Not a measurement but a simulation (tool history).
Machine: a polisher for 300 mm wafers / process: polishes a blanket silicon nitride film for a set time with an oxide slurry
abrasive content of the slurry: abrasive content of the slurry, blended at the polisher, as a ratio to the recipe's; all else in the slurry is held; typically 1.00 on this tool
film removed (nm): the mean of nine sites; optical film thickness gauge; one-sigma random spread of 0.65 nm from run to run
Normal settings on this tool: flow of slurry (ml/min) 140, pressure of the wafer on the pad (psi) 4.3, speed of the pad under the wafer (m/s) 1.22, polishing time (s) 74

run,day,flow of slurry (ml/min),pressure of the wafer on the pad (psi),speed of the pad under the wafer (m/s),abrasive content of the slurry,polishing time (s),"incoming thickness of the incoming film, nm",film removed (nm)
1,0.000,140,4.9,1.22,1.00,74,388.8,69.9
2,1.642,140,4.9,1.22,1.00,74,385.1,69.7
3,5.633,180,4.3,1.22,0.75,74,382.6,49.2
4,7.408,140,4.3,1.22,1.00,74,386.5,59.9
5,9.708,140,4.3,1.22,1.00,74,393.2,59.7
6,11.625,140,4.3,1.22,1.00,62,381.7,49.2
# day 12.033: head pressure recalibrated
7,13.704,165,4.9,1.44,1.00,74,388.8,76.4
# day 16.342: worn pad replaced by a new one
# day 16.408: conditioning disc replaced and pad reconditioned
8,16.429,180,4.3,1.22,1.15,74,387.0,74.1
9,18.838,140,4.3,1.10,1.00,74,394.9,58.3
# day 20.238: slurry nozzle cleaned
# day 20.396: slurry blender recalibrated
10,22.500,110,4.3,0.80,1.00,74,388.7,43.9
11,24.462,140,4.3,1.22,1.00,81,393.8,68.4
12,26.571,140,4.9,1.22,1.00,74,387.2,69.4
13,28.771,140,3.1,1.22,1.00,49,391.9,30.2
14,31.238,140,4.7,1.22,1.00,74,382.9,65.9
15,41.267,140,3.7,1.22,0.75,74,390.5,40.7
# day 41.954: conditioning disc replaced and pad reconditioned
# day 43.479: worn pad replaced by a new one
16,44.204,140,5.7,1.56,0.80,83,387.6,96.7
# day 44.946: slurry blender recalibrated
17,47.529,140,4.3,1.22,1.00,74,392.1,62.7
# day 48.700: slurry nozzle cleaned
# day 50.492: head pressure recalibrated
18,57.371,140,5.0,1.40,1.00,74,389.3,77.0
19,60.921,140,4.3,1.36,1.00,82,383.1,73.0
20,63.146,115,4.3,1.54,0.90,74,386.7,64.9
21,66.346,140,4.7,1.22,1.00,74,397.5,64.9
# day 68.488: worn pad replaced by a new one
22,69.192,140,4.3,1.46,1.00,74,392.6,67.9
# day 70.988: slurry blender recalibrated
23,71.771,140,5.5,1.22,1.00,74,390.3,75.7

What will run 24 give?
# day 72.596: slurry nozzle cleaned
# day 73.429: conditioning disc replaced and pad reconditioned
24,74.929,90,2.9,1.22,1.00,74,392.1,?

{"run 24": {"film removed (nm)": 41.4}}
If the tool had no hidden condition, the same run with the same run-to-run variation would have returned film removed (nm) 42.1.

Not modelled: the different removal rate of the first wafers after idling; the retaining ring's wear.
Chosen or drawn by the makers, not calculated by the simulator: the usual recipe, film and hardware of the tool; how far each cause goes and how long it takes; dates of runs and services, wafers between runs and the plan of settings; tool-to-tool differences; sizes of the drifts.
